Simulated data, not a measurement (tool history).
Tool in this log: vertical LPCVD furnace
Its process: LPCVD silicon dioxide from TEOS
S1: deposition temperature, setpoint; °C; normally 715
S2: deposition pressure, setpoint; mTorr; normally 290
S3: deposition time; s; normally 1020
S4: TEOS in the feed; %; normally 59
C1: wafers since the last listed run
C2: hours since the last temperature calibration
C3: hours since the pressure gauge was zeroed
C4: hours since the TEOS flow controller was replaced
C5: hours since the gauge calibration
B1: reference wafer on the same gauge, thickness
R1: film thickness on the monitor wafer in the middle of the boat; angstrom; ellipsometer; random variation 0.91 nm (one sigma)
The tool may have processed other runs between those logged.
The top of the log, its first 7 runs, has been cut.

run	hour	S1	S2	S3	S4	C1	C2	C3	C4	C5	B1	R1
# hour 178.2: thermocouples replaced and temperature profile calibrated
8	178.7	715	240	900	59	371	0.5	2922.8	96.7	914.1	190.02	1428.0
9	191.0	715	330	1020	59	236	12.8	2935.1	109.0	926.4	190.15	1881.6
10	218.2	715	305	1020	59	523	40.0	2962.3	136.2	953.6	190.06	1844.5
11	231.4	715	305	1020	59	254	53.2	2975.5	149.4	966.8	189.86	1850.6
12	251.0	704	325	1350	59	377	72.8	2995.1	169.0	986.4	189.78	1969.5
13	279.8	715	290	1020	59	554	101.6	3023.9	197.8	1015.2	190.41	1786.7
# hour 315.1: pressure gauge zeroed
14	315.6	715	340	1260	59	227	137.4	0.5	233.6	1051.0	189.93	2421.3
15	326.0	715	290	1020	59	200	147.8	10.9	244.0	1061.4	189.63	1816.1
16	358.3	724	235	1350	59	621	180.1	43.2	276.3	1093.7	189.95	2651.8
17	372.2	715	240	1020	59	267	194.0	57.1	290.2	1107.6	189.80	1658.1
18	404.1	711	220	1020	59	614	225.9	89.0	322.1	1139.5	189.46	1461.9
19	419.2	711	290	1020	65	290	241.0	104.1	337.2	1154.6	190.33	1736.5
20	462.5	715	305	1020	59	833	284.3	147.4	380.5	1197.9	189.88	1885.1
21	474.6	720	250	1020	67	232	296.4	159.5	392.6	1210.0	189.92	2033.3
# hour 503.2: gauge calibrated
22	580.9	707	340	720	59	2046	402.7	265.8	498.9	77.7	190.06	1173.2
23	606.4	724	330	810	59	490	428.2	291.3	524.4	103.2	189.78	1907.3
24	618.6	719	260	1020	69	234	440.4	303.5	536.6	115.4	190.02	2087.3
25	639.6	715	290	1020	59	404	461.4	324.5	557.6	136.4	190.12	1845.7
26	671.4	715	290	1020	59	612	493.2	356.3	589.4	168.2	190.18	1852.5
27	686.5	715	290	1140	66	290	508.3	371.4	604.5	183.3	190.24	2184.6
28	713.0	707	290	1020	68	510	534.8	397.9	631.0	209.8	190.06	1669.7
29	745.9	711	265	720	64	633	567.7	430.8	663.9	242.7	189.68	1203.4
30	781.7	715	255	1020	59	689	603.5	466.6	699.7	278.5	189.99	1762.9

Consider 5 possible next runs. They are alternatives, not a sequence: every one starts from the tool as it was left by run 30. What does each give?
A	784.9	715	290	1020	59	61	606.7	469.8	702.9	281.7	?	?
B	784.9	722	245	1020	51	61	606.7	469.8	702.9	281.7	?	?
C	784.9	704	290	1020	59	61	606.7	469.8	702.9	281.7	?	?
D	784.9	709	290	1020	51	61	606.7	469.8	702.9	281.7	?	?
E	784.9	718	240	1020	67	61	606.7	469.8	702.9	281.7	?	?

run	B1	R1
A	190.06	1880.5
B	190.06	1877.9
C	190.06	1465.4
D	190.06	1527.1
E	190.06	1949.4
Take away the tool's hidden state, keep each run's random variation, and the runs would have read:
run	R1
A	1761.9
B	1761.1
C	1371.0
D	1429.6
E	1827.2

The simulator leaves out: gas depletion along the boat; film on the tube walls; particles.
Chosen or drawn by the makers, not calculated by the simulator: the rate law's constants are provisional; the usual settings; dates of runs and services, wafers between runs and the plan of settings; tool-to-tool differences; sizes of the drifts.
